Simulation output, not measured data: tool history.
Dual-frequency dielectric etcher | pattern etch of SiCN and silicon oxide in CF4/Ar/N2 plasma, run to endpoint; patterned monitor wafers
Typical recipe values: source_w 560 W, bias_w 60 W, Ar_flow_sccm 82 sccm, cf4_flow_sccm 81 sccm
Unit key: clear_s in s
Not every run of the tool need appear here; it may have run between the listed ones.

run	hour	source_w	bias_w	Ar_flow_sccm	cf4_flow_sccm	incoming incoming film thickness, nm	clear_s
1	0	560	60	82	81	17.92	15.6
2	6.9	560	60	82	68	17.93	15.8
3	92.4	560	60	82	81	17.73	15.5
4	117.4	560	60	82	81	17.88	15.5
5	130	600	52	71	81	17.65	14.8
6	156.3	560	60	82	81	17.83	15.7
7	176.1	500	73	95	100	18.01	16.2
8	210.9	560	50	82	81	18.13	16.5
9	244.5	560	67	82	81	17.83	15.1
10	267.2	670	60	94	81	18.03	14.1
11	353.8	500	68	82	68	18.03	16.9
12	377.4	670	69	82	81	17.94	13.2
13	398.6	560	54	82	81	18.01	16.1
14	411.5	560	60	82	70	17.96	16
15	435	560	56	64	81	18.01	15.5
16	520.1	610	60	82	81	17.85	14.7
17	538.9	560	65	82	97	18.05	15.1
18	556.8	440	60	82	90	18.12	18.7
19	586.2	560	50	82	81	17.78	16.2
20	603.3	620	71	82	74	18.1	14.1
21	634.9	560	53	82	62	17.72	16.4
22	667.1	560	67	63	81	17.79	14.5
23	681	560	60	74	81	17.73	15.3

Withheld: 3 entries from between the runs. Position of each, and hidden state at the listed run before versus the listed run after:
In the gap between runs 10 and 11: wet clean of the chamber (hour 319.4); bias power generator calibrated (hour 340.7)
  no difference in the tool's unlogged condition between these two runs
In the gap between runs 14 and 15: CF4 flow controller replaced (hour 418.2)
  no difference in the tool's unlogged condition between these two runs
